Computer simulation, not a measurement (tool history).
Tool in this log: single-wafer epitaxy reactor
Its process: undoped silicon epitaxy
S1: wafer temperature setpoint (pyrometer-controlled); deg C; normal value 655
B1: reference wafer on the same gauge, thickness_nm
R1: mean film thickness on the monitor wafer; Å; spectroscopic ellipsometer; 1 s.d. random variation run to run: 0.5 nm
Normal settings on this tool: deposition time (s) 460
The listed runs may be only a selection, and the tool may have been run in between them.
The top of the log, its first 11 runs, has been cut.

{"run": 12, "hour": 171.9, "S1": 655, "deposition time (s)": 460, "B1": 90.592, "R1": 778.71}
{"run": 13, "hour": 183.9, "S1": 655, "deposition time (s)": 460, "B1": 90.634, "R1": 776.69}
{"run": 14, "hour": 191.0, "S1": 655, "deposition time (s)": 460, "B1": 90.595, "R1": 778.27}
{"run": 15, "hour": 203.0, "S1": 655, "deposition time (s)": 460, "B1": 90.478, "R1": 777.03}
{"run": 16, "hour": 220.4, "S1": 655, "deposition time (s)": 460, "B1": 90.725, "R1": 774.51}
{"run": 17, "hour": 231.7, "S1": 661, "deposition time (s)": 460, "B1": 90.493, "R1": 888.98}
{"run": 18, "hour": 243.1, "S1": 661, "deposition time (s)": 460, "B1": 90.662, "R1": 901.4}
{"run": 19, "hour": 253.2, "S1": 661, "deposition time (s)": 460, "B1": 90.475, "R1": 896.47}
{"run": 20, "hour": 268.4, "S1": 668, "deposition time (s)": 514, "B1": 90.611, "R1": 1182.62}
{"run": 21, "hour": 314.3, "S1": 655, "deposition time (s)": 460, "B1": 90.674, "R1": 769.64}
{"run": 22, "hour": 330.4, "S1": 662, "deposition time (s)": 369, "B1": 90.571, "R1": 745.2}
{"run": 23, "hour": 337.7, "S1": 667, "deposition time (s)": 512, "B1": 90.595, "R1": 1170.25}
{"run": 24, "hour": 346.1, "S1": 643, "deposition time (s)": 403, "B1": 90.692, "R1": 504.92}
{"hour": 358.8, "done": "pyrometer calibrated"}
{"run": 25, "hour": 360.1, "S1": 662, "deposition time (s)": 373, "B1": 90.399, "R1": 689.2}

For run 26, what comes out?
{"run": 26, "hour": 368.0, "S1": 640, "deposition time (s)": 386, "B1": "?", "R1": "?"}

B1: 90.666
R1: 410.10 Å
Take away the tool's hidden state, keep the run-to-run variation as it was, and the same run would have given R1 494.84 Å.
